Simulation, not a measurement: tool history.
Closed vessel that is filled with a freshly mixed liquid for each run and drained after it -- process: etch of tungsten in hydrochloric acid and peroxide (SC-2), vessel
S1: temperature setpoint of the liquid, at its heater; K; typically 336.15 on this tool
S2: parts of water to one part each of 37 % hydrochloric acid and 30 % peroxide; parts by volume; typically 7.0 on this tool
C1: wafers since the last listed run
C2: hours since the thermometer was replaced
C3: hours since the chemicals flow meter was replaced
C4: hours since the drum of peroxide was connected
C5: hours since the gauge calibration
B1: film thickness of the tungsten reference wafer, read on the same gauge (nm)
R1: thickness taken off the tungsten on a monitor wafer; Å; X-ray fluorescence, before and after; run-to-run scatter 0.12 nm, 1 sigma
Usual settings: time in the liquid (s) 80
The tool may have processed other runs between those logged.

{"run": 1, "hour": 0.0, "S1": 336.15, "S2": 7.0, "time in the liquid (s)": 80, "C1": 0, "C2": 2141.4, "C3": 197.8, "C4": 1165.5, "C5": 71.7, "B1": 90.15, "R1": 377.5}
{"run": 2, "hour": 45.0, "S1": 336.15, "S2": 7.0, "time in the liquid (s)": 80, "C1": 6025, "C2": 2186.4, "C3": 242.8, "C4": 1210.5, "C5": 116.7, "B1": 90.33, "R1": 376.1}
{"run": 3, "hour": 66.2, "S1": 336.15, "S2": 7.0, "time in the liquid (s)": 80, "C1": 2838, "C2": 2207.6, "C3": 264.0, "C4": 1231.7, "C5": 137.9, "B1": 90.33, "R1": 376.2}
{"run": 4, "hour": 92.3, "S1": 336.15, "S2": 7.0, "time in the liquid (s)": 80, "C1": 3494, "C2": 2233.7, "C3": 290.1, "C4": 1257.8, "C5": 164.0, "B1": 90.45, "R1": 375.3}
{"run": 5, "hour": 111.5, "S1": 336.15, "S2": 7.0, "time in the liquid (s)": 80, "C1": 2570, "C2": 2252.9, "C3": 309.3, "C4": 1277.0, "C5": 183.2, "B1": 90.5, "R1": 377.7}
{"run": 6, "hour": 145.1, "S1": 336.15, "S2": 7.0, "time in the liquid (s)": 55, "C1": 4499, "C2": 2286.5, "C3": 342.9, "C4": 1310.6, "C5": 216.8, "B1": 90.55, "R1": 259.3}
{"run": 7, "hour": 166.1, "S1": 336.15, "S2": 7.0, "time in the liquid (s)": 80, "C1": 2812, "C2": 2307.5, "C3": 363.9, "C4": 1331.6, "C5": 237.8, "B1": 90.61, "R1": 378.2}
{"run": 8, "hour": 178.7, "S1": 336.15, "S2": 7.0, "time in the liquid (s)": 80, "C1": 1687, "C2": 2320.1, "C3": 376.5, "C4": 1344.2, "C5": 250.4, "B1": 90.62, "R1": 379.2}
{"hour": 185.9, "done": "new drum of peroxide connected"}
{"run": 9, "hour": 208.1, "S1": 330.15, "S2": 7.0, "time in the liquid (s)": 65, "C1": 3802, "C2": 2349.5, "C3": 405.9, "C4": 22.2, "C5": 279.8, "B1": 90.7, "R1": 211.2}
{"hour": 219.9, "done": "thermometer replaced"}
{"run": 10, "hour": 226.6, "S1": 330.15, "S2": 7.0, "time in the liquid (s)": 65, "C1": 2343, "C2": 6.7, "C3": 424.4, "C4": 40.7, "C5": 298.3, "B1": 90.71, "R1": 212.0}
{"run": 11, "hour": 250.4, "S1": 336.15, "S2": 5.0, "time in the liquid (s)": 40, "C1": 3186, "C2": 30.5, "C3": 448.2, "C4": 64.5, "C5": 322.1, "B1": 90.73, "R1": 244.4}
{"run": 12, "hour": 345.3, "S1": 336.15, "S2": 4.5, "time in the liquid (s)": 80, "C1": 12707, "C2": 125.4, "C3": 543.1, "C4": 159.4, "C5": 417.0, "B1": 90.97, "R1": 523.3}
{"run": 13, "hour": 376.0, "S1": 345.15, "S2": 9.5, "time in the liquid (s)": 80, "C1": 4110, "C2": 156.1, "C3": 573.8, "C4": 190.1, "C5": 447.7, "B1": 91.12, "R1": 509.6}
{"run": 14, "hour": 396.7, "S1": 327.15, "S2": 4.5, "time in the liquid (s)": 50, "C1": 2771, "C2": 176.8, "C3": 594.5, "C4": 210.8, "C5": 468.4, "B1": 91.18, "R1": 187.2}
{"run": 15, "hour": 438.3, "S1": 336.15, "S2": 8.0, "time in the liquid (s)": 65, "C1": 5570, "C2": 218.4, "C3": 636.1, "C4": 252.4, "C5": 510.0, "B1": 91.24, "R1": 279.6}
{"run": 16, "hour": 460.8, "S1": 336.15, "S2": 7.0, "time in the liquid (s)": 80, "C1": 3012, "C2": 240.9, "C3": 658.6, "C4": 274.9, "C5": 532.5, "B1": 91.28, "R1": 380.4}
{"hour": 473.5, "done": "gauge calibrated"}
{"run": 17, "hour": 484.8, "S1": 332.65, "S2": 7.0, "time in the liquid (s)": 80, "C1": 3213, "C2": 264.9, "C3": 682.6, "C4": 298.9, "C5": 11.3, "B1": 90.18, "R1": 303.3}
{"run": 18, "hour": 508.0, "S1": 342.65, "S2": 8.5, "time in the liquid (s)": 80, "C1": 3106, "C2": 288.1, "C3": 705.8, "C4": 322.1, "C5": 34.5, "B1": 90.18, "R1": 477.7}
{"run": 19, "hour": 521.8, "S1": 336.15, "S2": 7.0, "time in the liquid (s)": 80, "C1": 1847, "C2": 301.9, "C3": 719.6, "C4": 335.9, "C5": 48.3, "B1": 90.29, "R1": 375.4}
{"run": 20, "hour": 546.0, "S1": 344.15, "S2": 9.0, "time in the liquid (s)": 45, "C1": 3240, "C2": 326.1, "C3": 743.8, "C4": 360.1, "C5": 72.5, "B1": 90.29, "R1": 281.5}
{"run": 21, "hour": 564.6, "S1": 330.15, "S2": 7.0, "time in the liquid (s)": 65, "C1": 2490, "C2": 344.7, "C3": 762.4, "C4": 378.7, "C5": 91.1, "B1": 90.38, "R1": 210.8}
{"hour": 566.4, "done": "chemicals flow meter replaced"}
{"run": 22, "hour": 596.8, "S1": 326.65, "S2": 5.5, "time in the liquid (s)": 65, "C1": 4177, "C2": 376.9, "C3": 30.4, "C4": 410.9, "C5": 123.3, "B1": 90.44, "R1": 202.4}
{"run": 23, "hour": 609.5, "S1": 341.15, "S2": 4.0, "time in the liquid (s)": 120, "C1": 1700, "C2": 389.6, "C3": 43.1, "C4": 423.6, "C5": 136.0, "B1": 90.5, "R1": 1144.0}
{"run": 24, "hour": 636.8, "S1": 336.15, "S2": 10.0, "time in the liquid (s)": 35, "C1": 3655, "C2": 416.9, "C3": 70.4, "C4": 450.9, "C5": 163.3, "B1": 90.57, "R1": 123.9}
{"run": 25, "hour": 650.4, "S1": 328.65, "S2": 9.5, "time in the liquid (s)": 100, "C1": 1821, "C2": 430.5, "C3": 84.0, "C4": 464.5, "C5": 176.9, "B1": 90.54, "R1": 231.3}
{"run": 26, "hour": 672.8, "S1": 336.15, "S2": 10.0, "time in the liquid (s)": 50, "C1": 2999, "C2": 452.9, "C3": 106.4, "C4": 486.9, "C5": 199.3, "B1": 90.63, "R1": 177.2}
{"run": 27, "hour": 689.4, "S1": 336.15, "S2": 4.0, "time in the liquid (s)": 80, "C1": 2222, "C2": 469.5, "C3": 123.0, "C4": 503.5, "C5": 215.9, "B1": 90.66, "R1": 566.9}
{"run": 28, "hour": 725.3, "S1": 332.15, "S2": 6.0, "time in the liquid (s)": 80, "C1": 4807, "C2": 505.4, "C3": 158.9, "C4": 539.4, "C5": 251.8, "B1": 90.69, "R1": 331.6}
{"run": 29, "hour": 741.4, "S1": 336.15, "S2": 7.0, "time in the liquid (s)": 80, "C1": 2155, "C2": 521.5, "C3": 175.0, "C4": 555.5, "C5": 267.9, "B1": 90.77, "R1": 378.4}
{"run": 30, "hour": 762.8, "S1": 336.15, "S2": 5.5, "time in the liquid (s)": 35, "C1": 2865, "C2": 542.9, "C3": 196.4, "C4": 576.9, "C5": 289.3, "B1": 90.82, "R1": 200.0}
{"run": 31, "hour": 779.5, "S1": 326.65, "S2": 8.5, "time in the liquid (s)": 95, "C1": 2236, "C2": 559.6, "C3": 213.1, "C4": 593.6, "C5": 306.0, "B1": 90.87, "R1": 211.9}

3 ways to go on from here, each from the tool as it stands after run 31. What would each give?
{"run": "A", "hour": 780.2, "S1": 336.15, "S2": 7.0, "time in the liquid (s)": 80, "C1": 93, "C2": 560.3, "C3": 213.8, "C4": 594.3, "C5": 306.7, "B1": "?", "R1": "?"}
{"run": "B", "hour": 780.2, "S1": 332.15, "S2": 9.5, "time in the liquid (s)": 120, "C1": 93, "C2": 560.3, "C3": 213.8, "C4": 594.3, "C5": 306.7, "B1": "?", "R1": "?"}
{"run": "C", "hour": 780.2, "S1": 343.65, "S2": 7.0, "time in the liquid (s)": 80, "C1": 93, "C2": 560.3, "C3": 213.8, "C4": 594.3, "C5": 306.7, "B1": "?", "R1": "?"}

run=A B1=90.88 R1=382.4
run=B B1=90.88 R1=349.8
run=C B1=90.88 R1=601.0
What these runs would have given with no unlogged condition in the tool:
run=A R1=378.7
run=B R1=346.5
run=C R1=595.2

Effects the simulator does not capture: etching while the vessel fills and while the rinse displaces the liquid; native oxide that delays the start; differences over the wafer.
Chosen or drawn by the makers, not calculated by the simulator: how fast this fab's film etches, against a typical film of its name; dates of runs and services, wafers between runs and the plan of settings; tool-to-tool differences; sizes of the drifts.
